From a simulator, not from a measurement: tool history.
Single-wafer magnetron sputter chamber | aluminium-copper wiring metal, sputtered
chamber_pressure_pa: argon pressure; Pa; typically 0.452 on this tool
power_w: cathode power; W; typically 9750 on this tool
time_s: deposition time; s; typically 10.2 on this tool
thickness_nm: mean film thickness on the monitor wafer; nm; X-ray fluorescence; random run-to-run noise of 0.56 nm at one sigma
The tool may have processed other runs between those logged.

run,hour,chamber_pressure_pa,power_w,time_s,"read-back reference wafer on the same gauge, thickness_nm",thickness_nm
1,0.0,0.452,7900,10.2,153.858,122.169
2,11.1,0.452,7900,10.2,154.034,122.864
3,24.5,0.452,7900,10.2,154.045,123.019
# hour 37.7: sputter target and shields replaced
4,39.8,0.452,9750,10.2,154.050,154.310
5,57.3,0.452,9750,10.2,154.008,152.657
6,71.8,0.452,9750,10.2,154.109,152.574
7,80.4,0.452,9750,10.2,154.062,152.164
8,89.1,0.452,9750,10.2,154.130,151.492
9,97.1,0.452,9750,10.2,154.084,151.560
10,112.2,0.452,9750,10.2,154.189,152.099
11,124.2,0.452,9750,10.2,153.968,151.674
# hour 126.7: gauge calibrated
12,132.8,0.452,9750,10.2,153.822,151.253
13,150.2,0.452,9750,10.2,153.828,151.148
14,165.1,0.345,9750,10.2,154.042,156.819
15,178.4,0.452,9750,10.2,154.000,151.246
16,193.8,0.606,9750,11.8,154.153,166.232
# hour 201.8: magnet pack replaced
# hour 204.8: sputter target and shields replaced
17,210.2,0.318,7600,9.3,153.949,114.455
18,218.6,0.452,9750,10.2,154.232,153.171
19,225.4,0.353,9750,10.8,154.060,167.508
# hour 239.2: capacitance manometer re-zeroed and calibrated
20,254.0,0.621,11450,10.2,154.157,169.573
21,263.9,0.562,9750,9.5,153.907,136.009
22,277.8,0.327,10400,10.2,153.994,169.550
23,287.9,0.452,9750,10.2,153.854,152.910
24,305.4,0.452,9750,12.2,153.901,181.247
25,323.2,0.452,9750,10.2,154.044,151.077
26,335.2,0.552,11650,9.6,154.015,163.816
# hour 337.0: gauge calibrated
27,353.2,0.319,11050,9.6,154.130,168.874
28,362.2,0.500,9750,12.2,153.815,177.134
29,375.0,0.452,9750,10.2,154.109,150.865

Consider 4 possible next runs. They are alternatives, not a sequence: every one starts from the tool as it was left by run 29. What does each give?
A,375.4,0.452,9750,10.2,?,?
B,375.4,0.335,10850,8.6,?,?
C,375.4,0.329,9750,11.2,?,?
D,375.4,0.575,9750,10.2,?,?

run,"read-back reference wafer on the same gauge, thickness_nm",thickness_nm
A,153.971,150.499
B,153.971,146.887
C,153.971,172.251
D,153.971,144.480
Had the tool no hidden state, the same runs would have come out as:
run,thickness_nm
A,152.970
B,149.299
C,175.080
D,146.853
